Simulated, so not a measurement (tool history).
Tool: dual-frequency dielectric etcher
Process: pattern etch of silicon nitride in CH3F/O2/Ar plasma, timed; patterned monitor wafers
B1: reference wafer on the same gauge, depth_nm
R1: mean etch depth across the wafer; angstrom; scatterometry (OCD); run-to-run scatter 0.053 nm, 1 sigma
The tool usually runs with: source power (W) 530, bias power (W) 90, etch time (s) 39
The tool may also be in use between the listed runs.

Run 1, hour 0: usual settings; B1 29.41. Result: R1 351.4 angstrom.
At hour 4.2: source power generator calibrated.
Run 2, hour 13.5: usual settings; B1 29.4. Result: R1 350.2 angstrom.
Run 3, hour 21.4: usual settings; B1 29.4. Result: R1 351.3 angstrom.
Run 4, hour 29.7: usual settings; B1 29.39. Result: R1 351.8 angstrom.
Run 5, hour 36.8: usual settings; B1 29.42. Result: R1 350.4 angstrom.
Run 6, hour 53.4: usual settings but source power (W) 600, etch time (s) 45.5; B1 29.4. Result: R1 422.7 angstrom.
Run 7, hour 71: usual settings but source power (W) 640, bias power (W) 109, etch time (s) 28.5; B1 29.4. Result: R1 290.4 angstrom.
At hour 106.5: upper electrode replaced.
Run 8, hour 107: usual settings but etch time (s) 29; B1 29.4. Result: R1 260.6 angstrom.
Run 9, hour 107.3: usual settings but source power (W) 420; B1 29.4. Result: R1 330 angstrom.
Run 10, hour 112.5: usual settings but source power (W) 410, bias power (W) 79, etch time (s) 30.5; B1 29.39. Result: R1 243.2 angstrom.
Run 11, hour 121.7: usual settings; B1 29.4. Result: R1 350 angstrom.
At hour 126.2: bias power generator calibrated.
Run 12, hour 129.5: usual settings but source power (W) 580, bias power (W) 72; B1 29.4. Result: R1 328.5 angstrom.
Run 13, hour 143.8: usual settings but source power (W) 500, bias power (W) 112; B1 29.41. Result: R1 375.2 angstrom.
Run 14, hour 167.5: usual settings but source power (W) 440, bias power (W) 77, etch time (s) 44.5; B1 29.4. Result: R1 357.5 angstrom.
Run 15, hour 183.7: usual settings but source power (W) 580, bias power (W) 102, etch time (s) 49.5; B1 29.4. Result: R1 476.3 angstrom.
At hour 219.1: wet clean of the chamber.
Run 16, hour 219.6: usual settings but source power (W) 610, etch time (s) 46; B1 29.39. Result: R1 434 angstrom.
Run 17, hour 233.3: usual settings but bias power (W) 104; B1 29.39. Result: R1 375.3 angstrom.
Run 18, hour 249: usual settings but source power (W) 450, bias power (W) 72, etch time (s) 44.5; B1 29.4. Result: R1 355.5 angstrom.
Run 19, hour 266.3: usual settings but source power (W) 630, bias power (W) 70, etch time (s) 48.5; B1 29.41. Result: R1 418.8 angstrom.
Run 20, hour 272.7: usual settings but bias power (W) 99; B1 29.41. Result: R1 367.4 angstrom.
Run 21, hour 290.3: usual settings but source power (W) 650, bias power (W) 77, etch time (s) 29; B1 29.41. Result: R1 260.8 angstrom.
Run 22, hour 296.7: usual settings but source power (W) 660; B1 29.4. Result: R1 373.6 angstrom.
Run 23, hour 304.4: usual settings but etch time (s) 34; B1 29.39. Result: R1 308.2 angstrom.
Run 24, hour 319.7: usual settings; B1 29.4. Result: R1 353.5 angstrom.
Run 25, hour 328.3: usual settings; B1 29.41. Result: R1 352.7 angstrom.
Run 26, hour 344.8: usual settings but source power (W) 470; B1 29.41. Result: R1 342.1 angstrom.
Run 27, hour 354.3: usual settings but source power (W) 640, bias power (W) 101, etch time (s) 35.5; B1 29.39. Result: R1 352.1 angstrom.
Run 28, hour 369.4: usual settings; B1 29.41. Result: R1 351.6 angstrom.
Run 29, hour 381.9: usual settings; B1 29.38. Result: R1 351.7 angstrom.
Run 30, hour 392.9: usual settings but source power (W) 640, bias power (W) 110, etch time (s) 47; B1 29.39. Result: R1 482.7 angstrom.

Selected run-to-run steps in R1, each split into two signed amounts: the part the tool would show with no hidden state at all (from settings, incoming material and random variation), and the remainder, which goes to the hidden state together with any gauge scatter not common to the measured and the hidden-state-free results:
What the log doesn't record here: etch rate over this chamber's usual, %; source power that arrives over what is set, %; bias power that arrives over what is set, %; gauge reads high (%).
Run 6 -> 7: source power (W) 600 -> 640, bias power (W) 90 -> 109, etch time (s) 45.5 -> 28.5. R1 -132.3 angstrom: hidden state +0.9, all else -133.2.
Run 10 -> 11: source power (W) 410 -> 530, bias power (W) 79 -> 90, etch time (s) 30.5 -> 39. R1 +106.8 angstrom: hidden state -1.4, all else +108.2.
Run 14 -> 15: source power (W) 440 -> 580, bias power (W) 77 -> 102, etch time (s) 44.5 -> 49.5. R1 +118.8 angstrom: hidden state -2.1, all else +120.9.
Run 15 -> 16: source power (W) 580 -> 610, bias power (W) 102 -> 90, etch time (s) 49.5 -> 46, wet clean of the chamber. R1 -42.3 angstrom: hidden state +8.2, all else -50.5.
Run 29 -> 30: source power (W) 530 -> 640, bias power (W) 90 -> 110, etch time (s) 39 -> 47. R1 +131 angstrom: hidden state -1, all else +132.

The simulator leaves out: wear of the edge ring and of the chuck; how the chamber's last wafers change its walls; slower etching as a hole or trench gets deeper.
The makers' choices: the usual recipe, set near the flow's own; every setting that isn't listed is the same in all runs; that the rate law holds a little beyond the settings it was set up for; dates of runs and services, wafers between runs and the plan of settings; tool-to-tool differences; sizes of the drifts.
